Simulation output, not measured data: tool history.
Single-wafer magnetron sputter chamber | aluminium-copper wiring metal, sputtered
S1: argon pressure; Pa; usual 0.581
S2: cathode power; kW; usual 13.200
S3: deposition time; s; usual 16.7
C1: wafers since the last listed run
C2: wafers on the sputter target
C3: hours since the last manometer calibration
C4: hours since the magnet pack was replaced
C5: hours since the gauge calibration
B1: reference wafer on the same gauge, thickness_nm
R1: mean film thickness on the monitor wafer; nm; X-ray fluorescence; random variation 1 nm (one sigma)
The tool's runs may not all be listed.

run 1 hour=0.0 | S1=0.750 S2=13.200 S3=16.7 | C1=0 C2=11783 C3=1157.4 C4=8432.7 C5=701.2 | B1=304.756 | R1=318.729
run 2 hour=25.0 | S1=0.750 S2=13.200 S3=16.7 | C1=1014 C2=12797 C3=1182.4 C4=8457.7 C5=726.2 | B1=304.924 | R1=319.316
-- hour=47.3 sputter target and shields replaced
run 3 hour=82.0 | S1=0.750 S2=13.200 S3=16.7 | C1=1988 C2=1407 C3=1239.4 C4=8514.7 C5=783.2 | B1=305.248 | R1=319.744
run 4 hour=141.3 | S1=0.460 S2=11.950 S3=16.7 | C1=2406 C2=3814 C3=1298.7 C4=8574.0 C5=842.5 | B1=304.944 | R1=339.053
run 5 hour=206.3 | S1=0.581 S2=12.100 S3=16.7 | C1=2638 C2=6452 C3=1363.7 C4=8639.0 C5=907.5 | B1=305.035 | R1=323.902
run 6 hour=265.9 | S1=0.581 S2=13.200 S3=16.7 | C1=2419 C2=8871 C3=1423.3 C4=8698.6 C5=967.1 | B1=304.952 | R1=341.825
run 7 hour=302.7 | S1=0.581 S2=13.200 S3=16.7 | C1=1493 C2=10365 C3=1460.1 C4=8735.4 C5=1003.9 | B1=305.045 | R1=340.967
run 8 hour=328.5 | S1=0.581 S2=13.200 S3=16.7 | C1=1047 C2=11412 C3=1485.9 C4=8761.2 C5=1029.7 | B1=304.817 | R1=342.049
run 9 hour=372.4 | S1=0.581 S2=15.400 S3=16.7 | C1=1781 C2=13194 C3=1529.8 C4=8805.1 C5=1073.6 | B1=305.355 | R1=373.699
run 10 hour=432.5 | S1=0.581 S2=15.400 S3=16.7 | C1=2439 C2=15633 C3=1589.9 C4=8865.2 C5=1133.7 | B1=305.285 | R1=374.928
-- hour=453.8 sputter target and shields replaced
run 11 hour=500.2 | S1=0.581 S2=13.200 S3=16.7 | C1=2423 C2=1881 C3=1657.6 C4=8932.9 C5=1201.4 | B1=304.964 | R1=341.356
run 12 hour=539.3 | S1=0.581 S2=13.200 S3=16.7 | C1=1587 C2=3468 C3=1696.7 C4=8972.0 C5=1240.5 | B1=305.034 | R1=339.652
-- hour=551.6 gauge calibrated
run 13 hour=588.9 | S1=0.581 S2=13.200 S3=16.7 | C1=2013 C2=5482 C3=1746.3 C4=9021.6 C5=37.3 | B1=304.926 | R1=341.210
run 14 hour=657.7 | S1=0.581 S2=13.200 S3=16.7 | C1=2792 C2=8274 C3=1815.1 C4=9090.4 C5=106.1 | B1=305.120 | R1=341.325
run 15 hour=686.9 | S1=0.353 S2=16.200 S3=15.7 | C1=1185 C2=9459 C3=1844.3 C4=9119.6 C5=135.3 | B1=305.219 | R1=399.743
run 16 hour=732.8 | S1=0.581 S2=13.200 S3=16.7 | C1=1863 C2=11322 C3=1890.2 C4=9165.5 C5=181.2 | B1=305.016 | R1=341.244
-- hour=779.4 sputter target and shields replaced
run 17 hour=782.2 | S1=0.581 S2=13.200 S3=16.7 | C1=1680 C2=112 C3=1939.6 C4=9214.9 C5=230.6 | B1=305.134 | R1=342.767
run 18 hour=842.6 | S1=0.581 S2=13.200 S3=19.4 | C1=2451 C2=2564 C3=2000.0 C4=9275.3 C5=291.0 | B1=304.936 | R1=398.084
run 19 hour=899.2 | S1=0.581 S2=13.200 S3=16.7 | C1=2297 C2=4861 C3=2056.6 C4=9331.9 C5=347.6 | B1=304.939 | R1=343.024
run 20 hour=939.0 | S1=0.581 S2=12.050 S3=16.7 | C1=1615 C2=6476 C3=2096.4 C4=9371.7 C5=387.4 | B1=305.098 | R1=322.848
run 21 hour=988.5 | S1=0.581 S2=13.200 S3=16.7 | C1=2009 C2=8486 C3=2145.9 C4=9421.2 C5=436.9 | B1=304.841 | R1=342.057
-- hour=1027.6 magnet pack replaced
run 22 hour=1058.1 | S1=0.805 S2=15.950 S3=18.0 | C1=2500 C2=10986 C3=2215.5 C4=30.5 C5=506.5 | B1=305.006 | R1=378.630
run 23 hour=1094.7 | S1=0.581 S2=13.200 S3=16.7 | C1=1485 C2=12471 C3=2252.1 C4=67.1 C5=543.1 | B1=304.901 | R1=341.809
run 24 hour=1139.0 | S1=0.360 S2=16.300 S3=18.7 | C1=1798 C2=14270 C3=2296.4 C4=111.4 C5=587.4 | B1=305.168 | R1=479.575
-- hour=1147.2 capacitance manometer re-zeroed and calibrated
-- hour=1163.0 sputter target and shields replaced
run 25 hour=1163.4 | S1=0.581 S2=13.200 S3=18.6 | C1=340 C2=17 C3=16.2 C4=135.8 C5=611.8 | B1=305.003 | R1=381.016
run 26 hour=1198.6 | S1=0.645 S2=13.200 S3=13.6 | C1=1428 C2=1445 C3=51.4 C4=171.0 C5=647.0 | B1=304.726 | R1=271.079
run 27 hour=1253.9 | S1=0.711 S2=13.200 S3=16.7 | C1=2244 C2=3690 C3=106.7 C4=226.3 C5=702.3 | B1=304.958 | R1=321.140
run 28 hour=1316.1 | S1=0.750 S2=15.650 S3=19.8 | C1=2524 C2=6215 C3=168.9 C4=288.5 C5=764.5 | B1=305.077 | R1=418.909
run 29 hour=1362.8 | S1=0.353 S2=16.200 S3=15.7 | C1=1895 C2=8110 C3=215.6 C4=335.2 C5=811.2 | B1=305.039 | R1=402.096
run 30 hour=1412.8 | S1=0.801 S2=10.050 S3=16.7 | C1=2029 C2=10139 C3=265.6 C4=385.2 C5=861.2 | B1=304.953 | R1=269.602
run 31 hour=1454.2 | S1=0.490 S2=14.300 S3=14.0 | C1=1680 C2=11820 C3=307.0 C4=426.6 C5=902.6 | B1=304.967 | R1=311.265
run 32 hour=1483.0 | S1=0.730 S2=13.200 S3=14.3 | C1=1168 C2=12989 C3=335.8 C4=455.4 C5=931.4 | B1=304.798 | R1=274.913
run 33 hour=1507.3 | S1=0.581 S2=13.200 S3=16.7 | C1=986 C2=13975 C3=360.1 C4=479.7 C5=955.7 | B1=304.939 | R1=341.106
-- hour=1550.1 sputter target and shields replaced
run 34 hour=1555.0 | S1=0.581 S2=15.000 S3=16.7 | C1=1611 C2=199 C3=407.8 C4=527.4 C5=1003.4 | B1=304.960 | R1=370.202

Hidden state at the last listed run before each entry between runs and at the first one after, where it differs:
Between runs 2 and 3: sputter target and shields replaced (hour 47.3)
  no hidden state differs between the two runs
Between runs 10 and 11: sputter target and shields replaced (hour 453.8)
  no hidden state differs between the two runs
Between runs 12 and 13: gauge calibrated (hour 551.6)
  no hidden state differs between the two runs
Between runs 16 and 17: sputter target and shields replaced (hour 779.4)
  no hidden state differs between the two runs
Between runs 21 and 22: magnet pack replaced (hour 1027.6)
  no hidden state differs between the two runs
Between runs 24 and 25: capacitance manometer re-zeroed and calibrated (hour 1147.2); sputter target and shields replaced (hour 1163.0)
  no hidden state differs between the two runs
Between runs 33 and 34: sputter target and shields replaced (hour 1550.1)
  no hidden state differs between the two runs
